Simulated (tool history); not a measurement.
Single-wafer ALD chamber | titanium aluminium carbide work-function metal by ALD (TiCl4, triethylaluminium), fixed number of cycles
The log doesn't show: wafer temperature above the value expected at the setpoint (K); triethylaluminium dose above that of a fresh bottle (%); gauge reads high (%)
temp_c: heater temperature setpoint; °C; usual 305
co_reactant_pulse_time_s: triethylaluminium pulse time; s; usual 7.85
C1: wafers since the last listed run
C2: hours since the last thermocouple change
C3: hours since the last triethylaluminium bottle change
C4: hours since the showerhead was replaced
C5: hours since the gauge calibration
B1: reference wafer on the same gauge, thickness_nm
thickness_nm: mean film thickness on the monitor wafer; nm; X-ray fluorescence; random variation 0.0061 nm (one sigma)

{"run": 1, "hour": 0.0, "temp_c": 305, "co_reactant_pulse_time_s": 7.85, "C1": 0, "C2": 43.3, "C3": 428.8, "C4": 3017.5, "C5": 346.5, "B1": 2, "thickness_nm": 1.964}
{"run": 2, "hour": 32.0, "temp_c": 313, "co_reactant_pulse_time_s": 7.85, "C1": 263, "C2": 75.3, "C3": 460.8, "C4": 3049.5, "C5": 378.5, "B1": 1.999, "thickness_nm": 2.015}
{"run": 3, "hour": 59.0, "temp_c": 313, "co_reactant_pulse_time_s": 7.85, "C1": 222, "C2": 102.3, "C3": 487.8, "C4": 3076.5, "C5": 405.5, "B1": 1.997, "thickness_nm": 2.018}
{"run": 4, "hour": 129.4, "temp_c": 299, "co_reactant_pulse_time_s": 8.59, "C1": 579, "C2": 172.7, "C3": 558.2, "C4": 3146.9, "C5": 475.9, "B1": 2.001, "thickness_nm": 1.952}
{"run": 5, "hour": 182.5, "temp_c": 299, "co_reactant_pulse_time_s": 8.59, "C1": 437, "C2": 225.8, "C3": 611.3, "C4": 3200, "C5": 529, "B1": 1.996, "thickness_nm": 1.946}
{"run": 6, "hour": 251.8, "temp_c": 299, "co_reactant_pulse_time_s": 8.59, "C1": 570, "C2": 295.1, "C3": 680.6, "C4": 3269.3, "C5": 598.3, "B1": 2.003, "thickness_nm": 1.936}
{"run": 7, "hour": 277.2, "temp_c": 305, "co_reactant_pulse_time_s": 7.85, "C1": 209, "C2": 320.5, "C3": 706, "C4": 3294.7, "C5": 623.7, "B1": 2.003, "thickness_nm": 1.941}
{"run": 8, "hour": 345.8, "temp_c": 305, "co_reactant_pulse_time_s": 7.85, "C1": 564, "C2": 389.1, "C3": 774.6, "C4": 3363.3, "C5": 692.3, "B1": 2.001, "thickness_nm": 1.937}
{"run": 9, "hour": 388.3, "temp_c": 317, "co_reactant_pulse_time_s": 6.48, "C1": 349, "C2": 431.6, "C3": 817.1, "C4": 3405.8, "C5": 734.8, "B1": 1.997, "thickness_nm": 1.902}
{"run": 10, "hour": 442.7, "temp_c": 317, "co_reactant_pulse_time_s": 6.48, "C1": 447, "C2": 486, "C3": 871.5, "C4": 3460.2, "C5": 789.2, "B1": 2.002, "thickness_nm": 1.898}
{"run": 11, "hour": 510.9, "temp_c": 317, "co_reactant_pulse_time_s": 6.48, "C1": 561, "C2": 554.2, "C3": 939.7, "C4": 3528.4, "C5": 857.4, "B1": 2.002, "thickness_nm": 1.884}
{"run": 12, "hour": 576.3, "temp_c": 305, "co_reactant_pulse_time_s": 7.85, "C1": 538, "C2": 619.6, "C3": 1005.1, "C4": 3593.8, "C5": 922.8, "B1": 2.001, "thickness_nm": 1.917}
{"run": 13, "hour": 600.7, "temp_c": 317, "co_reactant_pulse_time_s": 7.85, "C1": 200, "C2": 644, "C3": 1029.5, "C4": 3618.2, "C5": 947.2, "B1": 2.001, "thickness_nm": 2.009}
{"run": 14, "hour": 662.2, "temp_c": 317, "co_reactant_pulse_time_s": 7.85, "C1": 506, "C2": 705.5, "C3": 1091, "C4": 3679.7, "C5": 1008.7, "B1": 2, "thickness_nm": 1.993}
{"run": 15, "hour": 714.1, "temp_c": 310, "co_reactant_pulse_time_s": 7.85, "C1": 427, "C2": 757.4, "C3": 1142.9, "C4": 3731.6, "C5": 1060.6, "B1": 2.002, "thickness_nm": 1.936}
{"run": 16, "hour": 755.8, "temp_c": 318, "co_reactant_pulse_time_s": 9.56, "C1": 343, "C2": 799.1, "C3": 1184.6, "C4": 3773.3, "C5": 1102.3, "B1": 2.001, "thickness_nm": 2.085}
{"run": 17, "hour": 794.1, "temp_c": 305, "co_reactant_pulse_time_s": 6.77, "C1": 315, "C2": 837.4, "C3": 1222.9, "C4": 3811.6, "C5": 1140.6, "B1": 2.001, "thickness_nm": 1.81}
{"run": 18, "hour": 830.1, "temp_c": 305, "co_reactant_pulse_time_s": 7.85, "C1": 296, "C2": 873.4, "C3": 1258.9, "C4": 3847.6, "C5": 1176.6, "B1": 2.001, "thickness_nm": 1.892}
{"run": 19, "hour": 863.4, "temp_c": 305, "co_reactant_pulse_time_s": 7.85, "C1": 274, "C2": 906.7, "C3": 1292.2, "C4": 3880.9, "C5": 1209.9, "B1": 2.002, "thickness_nm": 1.889}
{"hour": 893.5, "done": "gauge calibrated"}
{"run": 20, "hour": 895.2, "temp_c": 295, "co_reactant_pulse_time_s": 6.57, "C1": 261, "C2": 938.5, "C3": 1324, "C4": 3912.7, "C5": 1.7, "B1": 2.001, "thickness_nm": 1.717}
{"hour": 958.8, "done": "showerhead replaced"}
{"run": 21, "hour": 961.0, "temp_c": 305, "co_reactant_pulse_time_s": 6.17, "C1": 475, "C2": 1004.3, "C3": 1389.8, "C4": 2.2, "C5": 67.5, "B1": 2.003, "thickness_nm": 1.732}
{"run": 22, "hour": 999.9, "temp_c": 299, "co_reactant_pulse_time_s": 4.91, "C1": 320, "C2": 1043.2, "C3": 1428.7, "C4": 41.1, "C5": 106.4, "B1": 2, "thickness_nm": 1.498}
{"run": 23, "hour": 1034.9, "temp_c": 292, "co_reactant_pulse_time_s": 4.9, "C1": 288, "C2": 1078.2, "C3": 1463.7, "C4": 76.1, "C5": 141.4, "B1": 1.998, "thickness_nm": 1.46}
{"run": 24, "hour": 1087.7, "temp_c": 291, "co_reactant_pulse_time_s": 5.97, "C1": 434, "C2": 1131, "C3": 1516.5, "C4": 128.9, "C5": 194.2, "B1": 2, "thickness_nm": 1.604}
{"hour": 1126.9, "done": "thermocouple changed; heater temperature recalibrated"}
{"run": 25, "hour": 1127.4, "temp_c": 294, "co_reactant_pulse_time_s": 5.5, "C1": 260, "C2": 0.5, "C3": 1556.2, "C4": 168.6, "C5": 233.9, "B1": 2, "thickness_nm": 1.581}
{"hour": 1146.9, "done": "triethylaluminium bottle replaced"}
{"run": 26, "hour": 1185.3, "temp_c": 319, "co_reactant_pulse_time_s": 10.54, "C1": 410, "C2": 58.4, "C3": 38.4, "C4": 226.5, "C5": 291.8, "B1": 2.002, "thickness_nm": 2.17}
{"run": 27, "hour": 1226.8, "temp_c": 300, "co_reactant_pulse_time_s": 10.58, "C1": 341, "C2": 99.9, "C3": 79.9, "C4": 268, "C5": 333.3, "B1": 2.001, "thickness_nm": 2.019}

Run 28 comes next. What will it give?
{"run": 28, "hour": 1271.1, "temp_c": 305, "co_reactant_pulse_time_s": 5.72, "C1": 364, "C2": 144.2, "C3": 124.2, "C4": 312.3, "C5": 377.6, "B1": "?", "thickness_nm": "?"}

Run 28 gave B1 2.002, thickness_nm 1.767 nm.
Without the tool's hidden state the same run would have given thickness_nm 1.795 nm.
